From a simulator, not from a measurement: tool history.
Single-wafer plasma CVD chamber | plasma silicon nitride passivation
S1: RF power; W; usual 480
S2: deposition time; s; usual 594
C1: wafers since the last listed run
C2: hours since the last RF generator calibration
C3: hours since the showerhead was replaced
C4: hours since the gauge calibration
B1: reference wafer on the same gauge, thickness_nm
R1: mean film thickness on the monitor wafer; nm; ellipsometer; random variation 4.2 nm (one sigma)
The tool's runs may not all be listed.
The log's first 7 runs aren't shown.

| run | hour | S1 | S2 | C1 | C2 | C3 | C4 | B1 | R1 |
|---|---|---|---|---|---|---|---|---|---|
| 8 | 698.2 | 480 | 594 | 379 | 2436.4 | 2846.2 | 109.2 | 994.424 | 826.175 |
| 9 | 761.3 | 480 | 594 | 236 | 2499.5 | 2909.3 | 172.3 | 996.154 | 824.764 |
|  | 809.8 | showerhead replaced |
| 10 | 810.3 | 480 | 562 | 153 | 2548.5 | 0.5 | 221.3 | 994.012 | 779.109 |
|  | 832.1 | RF generator calibrated |
| 11 | 883.0 | 480 | 594 | 242 | 50.9 | 73.2 | 294.0 | 993.168 | 845.386 |
| 12 | 962.3 | 480 | 594 | 297 | 130.2 | 152.5 | 373.3 | 994.803 | 850.107 |
| 13 | 1045.3 | 480 | 594 | 311 | 213.2 | 235.5 | 456.3 | 992.983 | 839.299 |
| 14 | 1123.9 | 480 | 594 | 294 | 291.8 | 314.1 | 534.9 | 994.665 | 845.104 |
| 15 | 1211.2 | 520 | 557 | 327 | 379.1 | 401.4 | 622.2 | 995.062 | 802.990 |
| 16 | 1273.4 | 480 | 594 | 233 | 441.3 | 463.6 | 684.4 | 995.220 | 845.145 |
| 17 | 1378.6 | 480 | 556 | 394 | 546.5 | 568.8 | 789.6 | 994.628 | 779.109 |
| 18 | 1421.9 | 430 | 594 | 162 | 589.8 | 612.1 | 832.9 | 994.342 | 811.514 |
| 19 | 1594.8 | 425 | 539 | 648 | 762.7 | 785.0 | 1005.8 | 993.411 | 733.416 |

The next listed run, before its measurement:
| 20 | 1689.4 | 480 | 594 | 354 | 857.3 | 879.6 | 1100.4 | ? | ? |

{"run 20": {"B1": 994.465, "R1": 834.178}}
Without the tool's hidden state the same run would have given R1 842.546 nm.
